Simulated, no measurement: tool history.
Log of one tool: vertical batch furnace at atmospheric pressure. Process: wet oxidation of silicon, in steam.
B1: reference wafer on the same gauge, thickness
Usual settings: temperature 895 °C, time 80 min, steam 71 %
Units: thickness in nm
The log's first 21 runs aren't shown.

Run 22, hour 596.9: usual settings; B1 129.96. Result: thickness 126.8 nm.
Run 23, hour 617.2: usual settings but steam 64 %; B1 130.1. Result: thickness 114.75 nm.
Run 24, hour 707.2: usual settings but time 103.5 min, steam 79 %; B1 130.01. Result: thickness 174.16 nm.
Run 25, hour 721.1: usual settings but temperature 888 °C, time 69 min, steam 64 %; B1 130.05. Result: thickness 90.16 nm.
Run 26, hour 750.8: usual settings; B1 129.97. Result: thickness 126.49 nm.
At hour 776.2: steam generator serviced.
At hour 838.9: thermocouples replaced and temperature profile calibrated, repeated, since the last time left the tool worse.
Run 27, hour 839.4: usual settings; B1 130.01. Result: thickness 123.16 nm.
Run 28, hour 844: usual settings; B1 130.05. Result: thickness 122.85 nm.
Run 29, hour 936.3: usual settings but time 65 min; B1 129.96. Result: thickness 101.94 nm.
Run 30, hour 969.9: usual settings but temperature 873 °C, time 118.5 min; B1 130.03. Result: thickness 125.49 nm.
Run 31, hour 996.3: usual settings; B1 129.99. Result: thickness 123.01 nm.
Run 32, hour 1013.8: usual settings; B1 130.04. Result: thickness 123.48 nm.
Run 33, hour 1027.8: usual settings but time 64.5 min; B1 129.99. Result: thickness 101.18 nm.
Run 34, hour 1048.7: usual settings but temperature 908 °C, time 93 min, steam 77 %; B1 130.02. Result: thickness 179.77 nm.
Run 35, hour 1077.3: usual settings but temperature 908 °C, time 65 min, steam 82 %; B1 130.01. Result: thickness 139.35 nm.

Forecast each of these 5 alternatives for the next run:
Run A, hour 1082: usual settings but steam 67 %; B1 ?. Result: thickness ?.
Run B, hour 1082: usual settings but temperature 879 °C, steam 63 %; B1 ?. Result: thickness ?.
Run C, hour 1082: usual settings but temperature 875 °C, time 110 min; B1 ?. Result: thickness ?.
Run D, hour 1082: usual settings but temperature 870 °C, time 57.5 min, steam 76 %; B1 ?. Result: thickness ?.
Run E, hour 1082: usual settings but temperature 910 °C; B1 ?. Result: thickness ?.

run      B1  thickness
  A  129.87     116.96
  B  129.87      86.16
  C  129.87     121.54
  D  129.87      64.83
  E  129.87     151.46
Without the tool's hidden state the same runs would have given:
run  thickness
  A     116.83
  B      86.06
  C     121.39
  D      64.75
  E     151.32
